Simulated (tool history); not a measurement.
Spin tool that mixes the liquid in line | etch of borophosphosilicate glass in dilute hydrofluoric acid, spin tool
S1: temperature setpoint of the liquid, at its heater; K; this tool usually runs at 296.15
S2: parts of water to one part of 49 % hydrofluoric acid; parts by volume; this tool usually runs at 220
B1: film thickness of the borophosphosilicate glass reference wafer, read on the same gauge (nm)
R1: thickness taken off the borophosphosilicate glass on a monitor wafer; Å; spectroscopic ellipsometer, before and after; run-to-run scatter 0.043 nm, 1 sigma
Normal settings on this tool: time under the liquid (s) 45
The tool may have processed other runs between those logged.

Run 1, day 0: usual settings; B1 60.007. Result: R1 51.04 Å.
Run 2, day 4.446: usual settings; B1 59.98. Result: R1 50.62 Å.
Run 3, day 6.362: usual settings; B1 60.014. Result: R1 49.82 Å.
Run 4, day 10.333: usual settings; B1 60.029. Result: R1 50.73 Å.
Run 5, day 12.388: usual settings; B1 59.995. Result: R1 50.93 Å.
Run 6, day 15.975: usual settings; B1 60.006. Result: R1 50.53 Å.
Run 7, day 18.396: usual settings; B1 60.007. Result: R1 51.3 Å.
Run 8, day 25.238: usual settings; B1 59.978. Result: R1 51 Å.
Run 9, day 27.933: usual settings but time under the liquid (s) 60; B1 59.998. Result: R1 67.68 Å.
Run 10, day 31.521: usual settings but time under the liquid (s) 60; B1 59.999. Result: R1 67.72 Å.
At day 33.067: hydrofluoric acid flow meter replaced.
Run 11, day 35.458: usual settings but time under the liquid (s) 60; B1 60.003. Result: R1 68.01 Å.
Run 12, day 39.158: usual settings; B1 59.999. Result: R1 50.25 Å.
Run 13, day 41.179: usual settings but time under the liquid (s) 35; B1 59.995. Result: R1 40.36 Å.
Run 14, day 44.75: usual settings but time under the liquid (s) 35; B1 60. Result: R1 39.25 Å.
Run 15, day 48.812: usual settings but S2 325 parts by volume; B1 59.995. Result: R1 31.55 Å.
Run 16, day 50.567: usual settings but S1 293.65 K; B1 60. Result: R1 46.68 Å.
Run 17, day 52.717: usual settings but S1 292.15 K, time under the liquid (s) 65; B1 60.003. Result: R1 64.22 Å.
Run 18, day 56.904: usual settings but S1 297.65 K, S2 325 parts by volume, time under the liquid (s) 55; B1 60.009. Result: R1 40.81 Å.
Run 19, day 60.196: usual settings; B1 59.986. Result: R1 51.62 Å.
Run 20, day 61.871: usual settings but S2 280 parts by volume, time under the liquid (s) 35; B1 60.002. Result: R1 29.48 Å.
At day 62.271: thermometer replaced.
At day 64.512: gauge calibrated.
Run 21, day 65.475: usual settings but S1 301.15 K, S2 265 parts by volume, time under the liquid (s) 30; B1 60.017. Result: R1 30.99 Å.
Run 22, day 68.171: usual settings; B1 60.009. Result: R1 49.1 Å.
Run 23, day 70.95: usual settings but S1 292.65 K, S2 140 parts by volume; B1 59.997. Result: R1 74.09 Å.
Run 24, day 74.421: usual settings but S2 255 parts by volume; B1 60.005. Result: R1 41.05 Å.
Run 25, day 78.142: usual settings but S2 275 parts by volume; B1 60.024. Result: R1 37.8 Å.
At day 80.583: hydrofluoric acid flow meter replaced.
Run 26, day 81.392: usual settings; B1 60.003. Result: R1 50.06 Å.
Run 27, day 85.588: usual settings; B1 59.995. Result: R1 50.1 Å.
Run 28, day 88.004: usual settings but S2 310 parts by volume, time under the liquid (s) 55; B1 60.005. Result: R1 40.02 Å.
Run 29, day 91.608: usual settings but S1 293.15 K, S2 160 parts by volume; B1 60.002. Result: R1 66 Å.
Run 30, day 93.575: usual settings but S1 293.65 K, S2 270 parts by volume, time under the liquid (s) 55; B1 60.015. Result: R1 43.24 Å.
Run 31, day 95.946: usual settings but S1 299.65 K, time under the liquid (s) 55; B1 59.999. Result: R1 69.47 Å.

For some of the steps in R1 from one run to the next: how much would appear even if the tool had no hidden state, given the settings, what came in and random variation, and how much remains for the hidden state plus any gauge scatter that the measured result and the result without hidden state don't share?
Hidden state at play: liquid hotter than its thermometer reads (K); hydrofluoric acid flow above the setpoint (%); gauge reads high (%).
Run 17 -> 18: S1 292.15 -> 297.65, S2 220 -> 325, time under the liquid (s) 65 -> 55. R1 -23.41 Å: hidden state -1, all else -22.41.
Run 19 -> 20: S2 220 -> 280, time under the liquid (s) 45 -> 35. R1 -22.14 Å: hidden state -0.89, all else -21.25.
Run 20 -> 21: S1 296.15 -> 301.15, S2 280 -> 265, time under the liquid (s) 35 -> 30, thermometer replaced, gauge calibrated. R1 +1.51 Å: hidden state -1.05, all else +2.56.
Run 23 -> 24: S1 292.65 -> 296.15, S2 140 -> 255. R1 -33.04 Å: hidden state -0.11, all else -32.93.
Run 28 -> 29: S1 296.15 -> 293.15, S2 310 -> 160, time under the liquid (s) 55 -> 45. R1 +25.98 Å: hidden state +0.43, all else +25.55.
Run 30 -> 31: S1 293.65 -> 299.65, S2 270 -> 220. R1 +26.23 Å: hidden state +0.34, all else +25.89.
